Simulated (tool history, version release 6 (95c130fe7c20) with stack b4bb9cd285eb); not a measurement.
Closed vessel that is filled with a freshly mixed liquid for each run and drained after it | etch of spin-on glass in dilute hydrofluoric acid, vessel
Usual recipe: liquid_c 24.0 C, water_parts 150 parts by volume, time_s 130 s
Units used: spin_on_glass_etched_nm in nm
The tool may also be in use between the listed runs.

run	hour	liquid_c	water_parts	time_s	wafers since the last listed run	hours since the thermometer was replaced	hours since the hydrofluoric acid flow meter was replaced	hours since the gauge calibration	read-back film thickness of the spin-on glass reference wafer, read on the same gauge (nm)	spin_on_glass_etched_nm
1	0.0	24.0	150	130	0	120.8	321.9	1646.6	29.97	20.90
2	53.8	24.0	150	130	5629	174.6	375.7	1700.4	29.98	20.43
3	258.2	24.0	150	130	21387	379.0	580.1	1904.8	30.02	20.85
4	329.3	24.0	150	130	7439	450.1	651.2	1975.9	30.04	20.42
5	393.0	24.0	150	130	6665	513.8	714.9	2039.6	30.01	20.53
6	448.2	24.0	150	130	5775	569.0	770.1	2094.8	29.98	20.76
# hour 471.5: hydrofluoric acid flow meter replaced
7	509.0	24.0	150	130	6257	629.8	37.5	2155.6	30.03	20.62
# hour 525.3: gauge calibrated
8	568.7	24.0	150	130	6246	689.5	97.2	43.4	29.96	20.60
9	621.9	24.0	150	130	5566	742.7	150.4	96.6	29.98	20.52
10	678.4	24.0	150	130	5911	799.2	206.9	153.1	30.01	19.93
11	710.9	24.0	150	130	3400	831.7	239.4	185.6	30.00	20.71
12	780.7	24.0	150	130	7303	901.5	309.2	255.4	30.04	19.88
13	835.5	24.0	150	130	5734	956.3	364.0	310.2	29.98	20.37
14	865.0	24.0	150	130	3086	985.8	393.5	339.7	30.03	20.26
15	949.8	24.0	150	130	8873	1070.6	478.3	424.5	30.02	20.10
16	1019.6	24.0	150	130	7303	1140.4	548.1	494.3	30.02	20.37
17	1045.6	27.5	150	195	2720	1166.4	574.1	520.3	29.98	34.43
18	1083.2	26.0	100	65	3934	1204.0	611.7	557.9	29.94	17.34
19	1150.1	24.0	150	130	7000	1270.9	678.6	624.8	30.00	20.27
# hour 1188.3: hydrofluoric acid flow meter replaced
20	1201.8	25.5	105	155	5305	1322.6	13.5	676.5	29.98	37.35
21	1261.8	24.0	215	130	6278	1382.6	73.5	736.5	29.99	12.92
22	1290.1	21.0	185	60	2961	1410.9	101.8	764.8	29.99	6.43
# hour 1337.7: thermometer replaced
23	1338.2	24.0	150	130	4928	0.5	149.9	812.9	30.03	20.94
24	1392.3	19.5	180	80	5660	54.6	204.0	867.0	30.03	8.78
25	1448.4	28.5	105	130	5870	110.7	260.1	923.1	29.99	37.52
26	1517.9	28.0	150	180	7272	180.2	329.6	992.6	29.98	33.57
27	1555.3	21.0	175	95	3913	217.6	367.0	1030.0	30.06	11.21
28	1597.9	24.0	150	50	4457	260.2	409.6	1072.6	30.01	7.90
29	1633.3	24.0	150	130	3704	295.6	445.0	1108.0	30.03	20.53

Predict the results of run 30:
30	1680.0	26.5	200	185	4886	342.3	491.7	1154.7	?	?

{"run 30": {"read-back film thickness of the spin-on glass reference wafer, read on the same gauge (nm)": 29.98, "spin_on_glass_etched_nm": 23.05}}
Take away the tool's hidden state, keep the run-to-run variation as it was, and the same run would have given spin_on_glass_etched_nm 23.41 nm.
